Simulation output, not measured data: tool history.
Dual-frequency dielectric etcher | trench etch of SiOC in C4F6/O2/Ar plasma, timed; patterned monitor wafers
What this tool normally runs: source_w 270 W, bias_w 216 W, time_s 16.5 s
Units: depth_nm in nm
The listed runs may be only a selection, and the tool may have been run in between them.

run	day	source_w	bias_w	time_s	read-back reference wafer on the same gauge, depth_nm	depth_nm
1	0.000	300	191	16.5	36.72	31.40
2	1.142	270	188	16.5	36.70	30.30
3	4.446	270	188	16.5	36.71	30.22
4	5.496	320	235	16.5	36.69	33.89
5	6.446	270	216	16.5	36.71	31.66
6	7.133	270	216	16.5	36.70	31.58
7	8.333	270	186	16.5	36.70	30.05
8	10.017	270	216	19.5	36.69	37.75
9	10.567	270	216	16.5	36.70	31.94
10	13.562	270	216	16.5	36.70	31.82
11	14.404	270	216	16.5	36.71	31.82
12	15.079	270	239	16.5	36.70	32.89
13	15.854	270	239	16.5	36.71	32.86
14	16.854	270	216	16.5	36.71	31.78
15	18.142	220	216	18.5	36.69	33.82
16	19.342	320	163	13.5	36.70	24.79
17	20.529	290	216	14.5	36.70	28.35
18	21.408	270	216	18.5	36.70	35.38
19	22.712	240	216	16.5	36.70	30.58
20	23.388	320	216	16.5	36.69	32.84
21	24.558	270	216	12.5	36.70	23.78
22	25.871	270	216	16.5	36.70	31.53
23	27.138	290	245	16.5	36.70	33.26
24	28.042	270	216	16.5	36.70	31.32
25	29.571	340	216	13.5	36.69	27.89
26	30.204	330	216	16.5	36.70	33.83

Not shown here: 6 entries made in the log between runs. Locate each between two listed runs and compare the hidden state at the listed run before it with the hidden state at the listed run after it:
Runs 7 to 8: upper electrode replaced (day 9.625); wet clean of the chamber (day 9.996)
  etch rate over this chamber's usual, %: -1.75 -> -0.373
  measured value less the no-hidden-state value, depth_nm: -0.53 -> -0.14 nm
Runs 9 to 10: source power generator calibrated (day 10.971)
  etch rate over this chamber's usual, %: -0.431 -> -0.745
  measured value less the no-hidden-state value, depth_nm: -0.14 -> -0.24 nm
Runs 15 to 16: bias power generator calibrated (day 18.417)
  etch rate over this chamber's usual, %: -1.23 -> -1.35
  measured value less the no-hidden-state value, depth_nm: -0.42 -> -0.34 nm
Runs 16 to 17: gauge calibrated (day 19.533)
  etch rate over this chamber's usual, %: -1.35 -> -1.48
  measured value less the no-hidden-state value, depth_nm: -0.34 -> -0.42 nm
Runs 24 to 25: wet clean of the chamber (day 29.550)
  etch rate over this chamber's usual, %: -2.26 -> -0.0475
  measured value less the no-hidden-state value, depth_nm: -0.72 -> -0.01 nm
